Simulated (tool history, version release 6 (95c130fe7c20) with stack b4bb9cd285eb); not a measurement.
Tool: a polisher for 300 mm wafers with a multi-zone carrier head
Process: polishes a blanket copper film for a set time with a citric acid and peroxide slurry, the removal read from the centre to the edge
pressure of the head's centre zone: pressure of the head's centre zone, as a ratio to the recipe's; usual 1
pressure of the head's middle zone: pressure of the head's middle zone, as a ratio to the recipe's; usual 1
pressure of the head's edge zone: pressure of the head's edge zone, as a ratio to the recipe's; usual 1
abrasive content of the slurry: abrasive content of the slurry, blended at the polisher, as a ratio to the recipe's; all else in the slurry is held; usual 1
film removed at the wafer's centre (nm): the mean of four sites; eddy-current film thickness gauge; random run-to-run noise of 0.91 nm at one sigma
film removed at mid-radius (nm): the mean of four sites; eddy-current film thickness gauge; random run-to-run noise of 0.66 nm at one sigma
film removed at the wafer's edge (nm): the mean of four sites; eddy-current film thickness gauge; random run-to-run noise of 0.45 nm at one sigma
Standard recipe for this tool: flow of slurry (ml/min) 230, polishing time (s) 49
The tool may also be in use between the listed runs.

| run | hour | flow of slurry (ml/min) | pressure of the head's centre zone | pressure of the head's middle zone | pressure of the head's edge zone | abrasive content of the slurry | polishing time (s) | incoming thickness of the incoming film, nm | film removed at the wafer's centre (nm) | film removed at mid-radius (nm) | film removed at the wafer's edge (nm) |
|---|---|---|---|---|---|---|---|---|---|---|---|
| 1 | 0 | 285 | 1 | 1 | 1 | 1 | 49 | 673.7 | 67.8 | 68.6 | 66.6 |
| 2 | 48.6 | 285 | 1 | 1 | 1 | 1 | 49 | 680.6 | 67.1 | 67 | 66.8 |
| 3 | 98.6 | 230 | 1 | 1 | 1 | 1 | 49 | 678.8 | 62.8 | 65.5 | 64.4 |
|  | 111.5 | carrier head's membrane replaced by a new one |
| 4 | 134.7 | 230 | 1 | 1 | 1.08 | 1 | 49 | 665.1 | 64.3 | 64.8 | 66.7 |
| 5 | 206.9 | 230 | 1 | 1 | 1 | 1 | 49 | 674.3 | 64.5 | 63.5 | 63.2 |
|  | 208 | slurry nozzle cleaned |
| 6 | 277.6 | 230 | 1 | 1 | 1 | 1 | 49 | 664 | 62.2 | 62.9 | 62.3 |
|  | 288.1 | worn pad replaced by a new one |
| 7 | 365.8 | 230 | 1 | 1 | 1 | 1 | 49 | 676.6 | 66.2 | 66 | 65.6 |
|  | 422.3 | edge zone pressure recalibrated |
| 8 | 446.8 | 230 | 1 | 1 | 1 | 1 | 62 | 679.6 | 80.8 | 82.8 | 82.4 |
| 9 | 537.4 | 230 | 1 | 1 | 1 | 1 | 62 | 666.9 | 77.6 | 79.6 | 79.3 |
|  | 558.7 | centre zone pressure recalibrated |
|  | 585.6 | worn pad replaced by a new one |
| 10 | 626 | 230 | 0.9 | 0.9 | 1.05 | 1 | 49 | 681.7 | 60.6 | 63.3 | 68.4 |
| 11 | 663.3 | 200 | 1 | 1 | 1 | 0.9 | 49 | 677.1 | 64.4 | 65.6 | 63.9 |
| 12 | 731 | 230 | 1 | 1 | 0.91 | 1.25 | 49 | 676.9 | 68.2 | 68 | 64.7 |
| 13 | 813.7 | 230 | 1.08 | 0.93 | 1 | 1 | 61 | 663.5 | 87.1 | 75.3 | 80.1 |
| 14 | 862 | 155 | 1.12 | 1 | 0.91 | 1 | 56 | 668.1 | 77.1 | 70 | 66.9 |
|  | 887.8 | slurry nozzle cleaned |
|  | 945.9 | worn pad replaced by a new one |
| 15 | 946.4 | 230 | 1 | 1 | 0.89 | 1 | 62 | 674.5 | 83.8 | 86.7 | 79.5 |
| 16 | 983.8 | 230 | 1 | 1 | 1 | 1 | 49 | 679.9 | 66.2 | 67.1 | 66.7 |
| 17 | 1112.2 | 295 | 0.89 | 1 | 0.88 | 0.9 | 49 | 672.7 | 56.8 | 65 | 60.4 |
| 18 | 1160.3 | 200 | 1 | 1 | 1 | 0.7 | 49 | 673.6 | 59.4 | 60.7 | 59 |

What does the tool deliver on the next run?
| 19 | 1211.3 | 285 | 1 | 1 | 0.94 | 1 | 49 | 679.6 | ? | ? | ? |

{"run 19": {"film removed at the wafer's centre (nm)": 63.4, "film removed at mid-radius (nm)": 64, "film removed at the wafer's edge (nm)": 61.8}}
With no hidden state in the tool, this same run would have given film removed at the wafer's centre (nm) 68.1, film removed at mid-radius (nm) 68.8, film removed at the wafer's edge (nm) 66.4.

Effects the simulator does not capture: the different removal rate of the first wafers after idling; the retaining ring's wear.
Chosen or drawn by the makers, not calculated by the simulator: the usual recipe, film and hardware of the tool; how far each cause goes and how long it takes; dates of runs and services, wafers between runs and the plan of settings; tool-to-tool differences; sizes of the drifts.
